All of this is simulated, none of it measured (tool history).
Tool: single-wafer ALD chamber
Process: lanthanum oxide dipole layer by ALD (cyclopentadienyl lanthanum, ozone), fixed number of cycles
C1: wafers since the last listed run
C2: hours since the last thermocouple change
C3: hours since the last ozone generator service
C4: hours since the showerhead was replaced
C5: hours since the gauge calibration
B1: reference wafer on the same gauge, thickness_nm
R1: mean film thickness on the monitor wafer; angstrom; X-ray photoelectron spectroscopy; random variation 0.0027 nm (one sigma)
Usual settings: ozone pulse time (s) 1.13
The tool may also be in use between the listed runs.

Run 1, hour 0: usual settings but ozone pulse time (s) 0.95; C1 0; C2 934.8; C3 247.7; C4 5389.6; C5 3956.4; B1 0.485. Result: R1 5.31 angstrom.
Run 2, hour 106.9: usual settings but ozone pulse time (s) 0.95; C1 1938; C2 1041.7; C3 354.6; C4 5496.5; C5 4063.3; B1 0.485. Result: R1 5.22 angstrom.
At hour 205.1: gauge calibrated.
Run 3, hour 205.5: usual settings but ozone pulse time (s) 0.95; C1 1788; C2 1140.3; C3 453.2; C4 5595.1; C5 0.4; B1 0.486. Result: R1 5.21 angstrom.
Run 4, hour 304: usual settings; C1 1786; C2 1238.8; C3 551.7; C4 5693.6; C5 98.9; B1 0.486. Result: R1 5.55 angstrom.
Run 5, hour 403.1: usual settings but ozone pulse time (s) 1.36; C1 1797; C2 1337.9; C3 650.8; C4 5792.7; C5 198; B1 0.485. Result: R1 5.9 angstrom.
Run 6, hour 444.4: usual settings but ozone pulse time (s) 1.36; C1 748; C2 1379.2; C3 692.1; C4 5834; C5 239.3; B1 0.485. Result: R1 5.91 angstrom.
Run 7, hour 498.8: usual settings but ozone pulse time (s) 1.36; C1 986; C2 1433.6; C3 746.5; C4 5888.4; C5 293.7; B1 0.485. Result: R1 5.87 angstrom.
Run 8, hour 538.7: usual settings; C1 723; C2 1473.5; C3 786.4; C4 5928.3; C5 333.6; B1 0.484. Result: R1 5.55 angstrom.
At hour 613: thermocouple changed; heater temperature recalibrated.
Run 9, hour 616.3: usual settings; C1 1262; C2 3.3; C3 864; C4 6005.9; C5 411.2; B1 0.485. Result: R1 5.5 angstrom.
At hour 663.1: ozone generator serviced.
Run 10, hour 691.2: usual settings; C1 1213; C2 78.2; C3 28.1; C4 6080.8; C5 486.1; B1 0.485. Result: R1 5.79 angstrom.
Run 11, hour 746.3: usual settings but ozone pulse time (s) 0.84; C1 999; C2 133.3; C3 83.2; C4 6135.9; C5 541.2; B1 0.485. Result: R1 5.08 angstrom.
Run 12, hour 808.4: usual settings but ozone pulse time (s) 0.96; C1 1126; C2 195.4; C3 145.3; C4 6198; C5 603.3; B1 0.484. Result: R1 5.34 angstrom.
Run 13, hour 898.7: usual settings but ozone pulse time (s) 0.83; C1 1637; C2 285.7; C3 235.6; C4 6288.3; C5 693.6; B1 0.485. Result: R1 4.96 angstrom.
At hour 910.8: showerhead replaced, of another model than before.
Run 14, hour 936.2: usual settings; C1 534; C2 323.2; C3 273.1; C4 25.4; C5 731.1; B1 0.485. Result: R1 5.73 angstrom.
Run 15, hour 1021.6: usual settings; C1 1548; C2 408.6; C3 358.5; C4 110.8; C5 816.5; B1 0.485. Result: R1 5.72 angstrom.
Run 16, hour 1074.1: usual settings; C1 952; C2 461.1; C3 411; C4 163.3; C5 869; B1 0.485. Result: R1 5.71 angstrom.
Run 17, hour 1216.3: usual settings but ozone pulse time (s) 1.27; C1 2578; C2 603.3; C3 553.2; C4 305.5; C5 1011.2; B1 0.485. Result: R1 5.8 angstrom.
Run 18, hour 1309.4: usual settings but ozone pulse time (s) 1.42; C1 1688; C2 696.4; C3 646.3; C4 398.6; C5 1104.3; B1 0.485. Result: R1 5.89 angstrom.
Run 19, hour 1382.6: usual settings but ozone pulse time (s) 0.92; C1 1327; C2 769.6; C3 719.5; C4 471.8; C5 1177.5; B1 0.485. Result: R1 5.44 angstrom.
At hour 1520.3: ozone generator serviced.
Run 20, hour 1520.8: usual settings but ozone pulse time (s) 1.02; C1 2361; C2 907.8; C3 0.5; C4 610; C5 1315.7; B1 0.485. Result: R1 5.73 angstrom.
Run 21, hour 1613.9: usual settings; C1 1688; C2 1000.9; C3 93.6; C4 703.1; C5 1408.8; B1 0.485. Result: R1 5.77 angstrom.
Run 22, hour 1696.6: usual settings; C1 1499; C2 1083.6; C3 176.3; C4 785.8; C5 1491.5; B1 0.485. Result: R1 5.76 angstrom.
Run 23, hour 1758.5: usual settings but ozone pulse time (s) 0.92; C1 1122; C2 1145.5; C3 238.2; C4 847.7; C5 1553.4; B1 0.485. Result: R1 5.55 angstrom.
Run 24, hour 1856.2: usual settings; C1 1771; C2 1243.2; C3 335.9; C4 945.4; C5 1651.1; B1 0.485. Result: R1 5.72 angstrom.
Run 25, hour 1926.3: usual settings but ozone pulse time (s) 1.57; C1 1271; C2 1313.3; C3 406; C4 1015.5; C5 1721.2; B1 0.485. Result: R1 6.03 angstrom.
Run 26, hour 2012.9: usual settings but ozone pulse time (s) 1.29; C1 1570; C2 1399.9; C3 492.6; C4 1102.1; C5 1807.8; B1 0.485. Result: R1 5.81 angstrom.
Run 27, hour 2182.1: usual settings but ozone pulse time (s) 1.31; C1 3068; C2 1569.1; C3 661.8; C4 1271.3; C5 1977; B1 0.485. Result: R1 5.8 angstrom.
At hour 2190.6: thermocouple changed; heater temperature recalibrated.
Run 28, hour 2280.1: usual settings; C1 1632; C2 89.5; C3 759.8; C4 1369.3; C5 2075; B1 0.486. Result: R1 5.64 angstrom.
Run 29, hour 2350.6: usual settings but ozone pulse time (s) 1.3; C1 1278; C2 160; C3 830.3; C4 1439.8; C5 2145.5; B1 0.485. Result: R1 5.79 angstrom.
Run 30, hour 2405.5: usual settings but ozone pulse time (s) 1.46; C1 995; C2 214.9; C3 885.2; C4 1494.7; C5 2200.4; B1 0.485. Result: R1 5.92 angstrom.
Run 31, hour 2459.8: usual settings but ozone pulse time (s) 1.29; C1 984; C2 269.2; C3 939.5; C4 1549; C5 2254.7; B1 0.485. Result: R1 5.75 angstrom.
Run 32, hour 2558.6: usual settings but ozone pulse time (s) 0.7; C1 1791; C2 368; C3 1038.3; C4 1647.8; C5 2353.5; B1 0.485. Result: R1 5.1 angstrom.
At hour 2579.4: ozone generator serviced.
Run 33, hour 2640.4: usual settings but ozone pulse time (s) 0.88; C1 1338; C2 449.8; C3 61; C4 1729.6; C5 2435.3; B1 0.485. Result: R1 5.56 angstrom.

The tool's hidden state at each run:
wafer temperature above the value expected at the setpoint (K): 0 in every run
gauge reads high (%): 0 in every run
H1: ozone dose above that of a generator just serviced (%)
run     H1
  1  -8.59
  2  -10.5
  3  -11.8
  4  -12.7
  5  -13.5
  6  -13.7
  7    -14
  8  -14.1
  9  -14.4
 10   -2.5
 11   -4.6
 12  -6.58
 13  -8.85
 14  -9.63
 15  -11.1
 16  -11.8
 17  -13.3
 18    -14
 19  -14.4
 20  -1.34
 21     -5
 22  -7.47
 23  -8.95
 24  -10.8
 25  -11.8
 26  -12.8
 27  -14.1
 28  -14.6
 29  -14.9
 30    -15
 31  -15.2
 32  -15.4
 33  -3.73
